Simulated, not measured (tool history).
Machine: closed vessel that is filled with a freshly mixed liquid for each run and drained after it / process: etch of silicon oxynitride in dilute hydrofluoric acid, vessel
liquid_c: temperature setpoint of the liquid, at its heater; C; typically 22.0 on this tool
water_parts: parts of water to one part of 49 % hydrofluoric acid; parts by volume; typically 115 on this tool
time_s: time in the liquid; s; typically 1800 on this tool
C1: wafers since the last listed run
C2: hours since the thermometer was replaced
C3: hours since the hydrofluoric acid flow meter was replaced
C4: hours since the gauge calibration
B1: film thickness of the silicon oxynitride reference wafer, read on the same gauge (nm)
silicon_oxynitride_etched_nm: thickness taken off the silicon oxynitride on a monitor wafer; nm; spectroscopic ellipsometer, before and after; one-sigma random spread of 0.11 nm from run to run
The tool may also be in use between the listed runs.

{"run": 1, "hour": 0.0, "liquid_c": 22.0, "water_parts": 115, "time_s": 1800, "C1": 0, "C2": 1438.3, "C3": 1399.2, "C4": 415.2, "B1": 80.01, "silicon_oxynitride_etched_nm": 18.38}
{"run": 2, "hour": 13.0, "liquid_c": 22.0, "water_parts": 115, "time_s": 1800, "C1": 355, "C2": 1451.3, "C3": 1412.2, "C4": 428.2, "B1": 79.98, "silicon_oxynitride_etched_nm": 18.34}
{"run": 3, "hour": 22.9, "liquid_c": 23.5, "water_parts": 115, "time_s": 1325, "C1": 270, "C2": 1461.2, "C3": 1422.1, "C4": 438.1, "B1": 79.98, "silicon_oxynitride_etched_nm": 14.54}
{"run": 4, "hour": 38.8, "liquid_c": 22.0, "water_parts": 85, "time_s": 1800, "C1": 434, "C2": 1477.1, "C3": 1438.0, "C4": 454.0, "B1": 80.01, "silicon_oxynitride_etched_nm": 25.39}
{"run": 5, "hour": 51.7, "liquid_c": 22.0, "water_parts": 85, "time_s": 1800, "C1": 352, "C2": 1490.0, "C3": 1450.9, "C4": 466.9, "B1": 79.99, "silicon_oxynitride_etched_nm": 25.49}
{"run": 6, "hour": 61.5, "liquid_c": 22.0, "water_parts": 85, "time_s": 1800, "C1": 267, "C2": 1499.8, "C3": 1460.7, "C4": 476.7, "B1": 80.01, "silicon_oxynitride_etched_nm": 25.25}
{"run": 7, "hour": 72.2, "liquid_c": 22.0, "water_parts": 115, "time_s": 1800, "C1": 292, "C2": 1510.5, "C3": 1471.4, "C4": 487.4, "B1": 79.98, "silicon_oxynitride_etched_nm": 18.25}
{"hour": 78.2, "done": "thermometer replaced"}
{"run": 8, "hour": 79.5, "liquid_c": 22.0, "water_parts": 115, "time_s": 1800, "C1": 172, "C2": 1.3, "C3": 1478.7, "C4": 494.7, "B1": 80.0, "silicon_oxynitride_etched_nm": 18.1}
{"run": 9, "hour": 87.4, "liquid_c": 22.0, "water_parts": 115, "time_s": 1800, "C1": 215, "C2": 9.2, "C3": 1486.6, "C4": 502.6, "B1": 79.98, "silicon_oxynitride_etched_nm": 18.21}
{"hour": 97.8, "done": "gauge calibrated"}
{"run": 10, "hour": 100.0, "liquid_c": 22.0, "water_parts": 115, "time_s": 1800, "C1": 344, "C2": 21.8, "C3": 1499.2, "C4": 2.2, "B1": 79.99, "silicon_oxynitride_etched_nm": 18.29}
{"run": 11, "hour": 108.0, "liquid_c": 22.0, "water_parts": 115, "time_s": 1800, "C1": 218, "C2": 29.8, "C3": 1507.2, "C4": 10.2, "B1": 80.01, "silicon_oxynitride_etched_nm": 18.29}
{"run": 12, "hour": 151.5, "liquid_c": 22.0, "water_parts": 115, "time_s": 1800, "C1": 1188, "C2": 73.3, "C3": 1550.7, "C4": 53.7, "B1": 79.99, "silicon_oxynitride_etched_nm": 18.24}
{"run": 13, "hour": 163.1, "liquid_c": 19.0, "water_parts": 145, "time_s": 2685, "C1": 316, "C2": 84.9, "C3": 1562.3, "C4": 65.3, "B1": 79.99, "silicon_oxynitride_etched_nm": 18.24}
{"run": 14, "hour": 180.6, "liquid_c": 22.0, "water_parts": 115, "time_s": 1800, "C1": 478, "C2": 102.4, "C3": 1579.8, "C4": 82.8, "B1": 80.01, "silicon_oxynitride_etched_nm": 18.32}
{"run": 15, "hour": 187.4, "liquid_c": 22.0, "water_parts": 115, "time_s": 1800, "C1": 185, "C2": 109.2, "C3": 1586.6, "C4": 89.6, "B1": 80.01, "silicon_oxynitride_etched_nm": 17.93}
{"hour": 192.8, "done": "hydrofluoric acid flow meter replaced"}
{"run": 16, "hour": 194.9, "liquid_c": 26.0, "water_parts": 160, "time_s": 1230, "C1": 177, "C2": 116.7, "C3": 2.1, "C4": 97.1, "B1": 80.01, "silicon_oxynitride_etched_nm": 11.68}
{"run": 17, "hour": 206.3, "liquid_c": 22.0, "water_parts": 115, "time_s": 1800, "C1": 311, "C2": 128.1, "C3": 13.5, "C4": 108.5, "B1": 80.02, "silicon_oxynitride_etched_nm": 20.25}
{"run": 18, "hour": 215.2, "liquid_c": 22.0, "water_parts": 115, "time_s": 1800, "C1": 243, "C2": 137.0, "C3": 22.4, "C4": 117.4, "B1": 80.02, "silicon_oxynitride_etched_nm": 20.37}
{"run": 19, "hour": 232.5, "liquid_c": 20.5, "water_parts": 160, "time_s": 1235, "C1": 472, "C2": 154.3, "C3": 39.7, "C4": 134.7, "B1": 80.01, "silicon_oxynitride_etched_nm": 9.04}
{"run": 20, "hour": 239.9, "liquid_c": 22.0, "water_parts": 115, "time_s": 1800, "C1": 202, "C2": 161.7, "C3": 47.1, "C4": 142.1, "B1": 80.04, "silicon_oxynitride_etched_nm": 20.04}
{"run": 21, "hour": 255.6, "liquid_c": 18.0, "water_parts": 170, "time_s": 780, "C1": 428, "C2": 177.4, "C3": 62.8, "C4": 157.8, "B1": 80.01, "silicon_oxynitride_etched_nm": 4.77}
{"run": 22, "hour": 262.6, "liquid_c": 26.5, "water_parts": 160, "time_s": 1050, "C1": 191, "C2": 184.4, "C3": 69.8, "C4": 164.8, "B1": 80.01, "silicon_oxynitride_etched_nm": 10.14}
{"run": 23, "hour": 274.5, "liquid_c": 23.5, "water_parts": 70, "time_s": 1800, "C1": 325, "C2": 196.3, "C3": 81.7, "C4": 176.7, "B1": 80.01, "silicon_oxynitride_etched_nm": 37.12}
{"run": 24, "hour": 291.3, "liquid_c": 24.5, "water_parts": 115, "time_s": 2650, "C1": 458, "C2": 213.1, "C3": 98.5, "C4": 193.5, "B1": 80.0, "silicon_oxynitride_etched_nm": 33.23}
{"run": 25, "hour": 306.3, "liquid_c": 22.0, "water_parts": 115, "time_s": 930, "C1": 409, "C2": 228.1, "C3": 113.5, "C4": 208.5, "B1": 79.98, "silicon_oxynitride_etched_nm": 10.37}
{"run": 26, "hour": 323.3, "liquid_c": 22.0, "water_parts": 130, "time_s": 1800, "C1": 464, "C2": 245.1, "C3": 130.5, "C4": 225.5, "B1": 80.0, "silicon_oxynitride_etched_nm": 17.77}
{"run": 27, "hour": 337.1, "liquid_c": 22.0, "water_parts": 115, "time_s": 1800, "C1": 376, "C2": 258.9, "C3": 144.3, "C4": 239.3, "B1": 80.0, "silicon_oxynitride_etched_nm": 20.24}
{"run": 28, "hour": 345.7, "liquid_c": 22.0, "water_parts": 115, "time_s": 2420, "C1": 234, "C2": 267.5, "C3": 152.9, "C4": 247.9, "B1": 80.01, "silicon_oxynitride_etched_nm": 26.93}
{"run": 29, "hour": 359.0, "liquid_c": 26.5, "water_parts": 75, "time_s": 1800, "C1": 363, "C2": 280.8, "C3": 166.2, "C4": 261.2, "B1": 80.0, "silicon_oxynitride_etched_nm": 39.52}
{"run": 30, "hour": 367.3, "liquid_c": 22.0, "water_parts": 115, "time_s": 1800, "C1": 226, "C2": 289.1, "C3": 174.5, "C4": 269.5, "B1": 79.98, "silicon_oxynitride_etched_nm": 20.27}
{"run": 31, "hour": 383.5, "liquid_c": 22.0, "water_parts": 140, "time_s": 880, "C1": 442, "C2": 305.3, "C3": 190.7, "C4": 285.7, "B1": 79.98, "silicon_oxynitride_etched_nm": 7.93}
{"run": 32, "hour": 390.1, "liquid_c": 18.0, "water_parts": 160, "time_s": 1800, "C1": 180, "C2": 311.9, "C3": 197.3, "C4": 292.3, "B1": 79.99, "silicon_oxynitride_etched_nm": 11.6}
{"run": 33, "hour": 405.0, "liquid_c": 20.5, "water_parts": 135, "time_s": 2330, "C1": 407, "C2": 326.8, "C3": 212.2, "C4": 307.2, "B1": 79.99, "silicon_oxynitride_etched_nm": 20.38}

Here are 4 independent what-if runs from the current tool condition. What would each one return?
{"run": "A", "hour": 406.2, "liquid_c": 22.0, "water_parts": 115, "time_s": 2795, "C1": 32, "C2": 328.0, "C3": 213.4, "C4": 308.4, "B1": "?", "silicon_oxynitride_etched_nm": "?"}
{"run": "B", "hour": 406.2, "liquid_c": 24.0, "water_parts": 135, "time_s": 1800, "C1": 32, "C2": 328.0, "C3": 213.4, "C4": 308.4, "B1": "?", "silicon_oxynitride_etched_nm": "?"}
{"run": "C", "hour": 406.2, "liquid_c": 17.0, "water_parts": 115, "time_s": 1800, "C1": 32, "C2": 328.0, "C3": 213.4, "C4": 308.4, "B1": "?", "silicon_oxynitride_etched_nm": "?"}
{"run": "D", "hour": 406.2, "liquid_c": 24.0, "water_parts": 115, "time_s": 2260, "C1": 32, "C2": 328.0, "C3": 213.4, "C4": 308.4, "B1": "?", "silicon_oxynitride_etched_nm": "?"}

run=A B1=80.00 silicon_oxynitride_etched_nm=31.29
run=B B1=80.00 silicon_oxynitride_etched_nm=18.55
run=C B1=80.00 silicon_oxynitride_etched_nm=15.79
run=D B1=80.00 silicon_oxynitride_etched_nm=27.80
Without the tool's hidden state the same runs would have given:
run=A silicon_oxynitride_etched_nm=31.87
run=B silicon_oxynitride_etched_nm=18.91
run=C silicon_oxynitride_etched_nm=16.09
run=D silicon_oxynitride_etched_nm=28.33
